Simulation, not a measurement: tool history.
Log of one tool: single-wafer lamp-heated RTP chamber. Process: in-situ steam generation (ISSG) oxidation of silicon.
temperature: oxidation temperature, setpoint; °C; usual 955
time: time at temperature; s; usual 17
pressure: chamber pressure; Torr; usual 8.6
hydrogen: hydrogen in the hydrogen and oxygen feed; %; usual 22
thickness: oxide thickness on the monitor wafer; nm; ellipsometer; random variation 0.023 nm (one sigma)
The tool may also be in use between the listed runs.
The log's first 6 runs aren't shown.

run	hour	temperature	time	pressure	hydrogen	read-back reference wafer on the same gauge, thickness	thickness
# hour 117.6: hydrogen flow controller replaced
7	120.3	955	17	8.6	22	4.231	4.466
8	151.6	964	17	9.1	17	4.226	4.286
9	169.9	937	14	8.6	22	4.227	3.976
10	270.0	955	17	8.6	13	4.229	4.014
11	302.9	955	17	8.6	22	4.232	4.480
12	327.9	955	17	8.6	22	4.231	4.463
13	342.4	955	17	8.6	12	4.228	3.936
14	365.7	955	17	8.6	22	4.230	4.493
15	398.8	955	17	8.6	22	4.234	4.495
16	431.1	955	17	8.6	22	4.233	4.516
17	452.1	955	17	9.0	22	4.231	4.483
# hour 471.6: gauge calibrated
# hour 472.2: pyrometer window cleaned and pyrometer calibrated
18	487.1	955	23	7.4	22	4.232	5.210
19	513.5	970	17	7.3	22	4.224	4.833
# hour 579.0: pressure gauge zeroed
20	588.2	963	17	8.6	22	4.229	4.683
21	608.5	955	17	7.9	22	4.233	4.659
22	638.0	955	11	8.6	22	4.231	3.870
23	661.6	955	17	8.6	13	4.230	4.130
24	686.0	955	17	8.6	22	4.230	4.573
25	711.4	955	11	8.6	22	4.229	3.885
# hour 737.8: pyrometer window cleaned and pyrometer calibrated, repeated, since the last time left the tool worse
26	742.0	955	24	8.6	22	4.231	5.176
27	762.6	955	17	10.0	25	4.228	4.500
28	796.4	955	17	8.6	22	4.228	4.410
29	824.9	955	17	7.8	22	4.233	4.472
30	839.3	955	22	8.6	22	4.232	4.951

Forecast each of these 5 alternatives for the next run:
A	839.7	955	15	8.6	22	?	?
B	839.7	965	12	7.4	17	?	?
C	839.7	955	17	7.4	22	?	?
D	839.7	955	14	7.6	22	?	?
E	839.7	955	14	8.6	22	?	?

run	read-back reference wafer on the same gauge, thickness	thickness
A	4.230	4.236
B	4.230	3.754
C	4.230	4.464
D	4.230	4.141
E	4.230	4.125
Without the tool's hidden state the same runs would have given:
run	thickness
A	4.219
B	3.739
C	4.445
D	4.124
E	4.108

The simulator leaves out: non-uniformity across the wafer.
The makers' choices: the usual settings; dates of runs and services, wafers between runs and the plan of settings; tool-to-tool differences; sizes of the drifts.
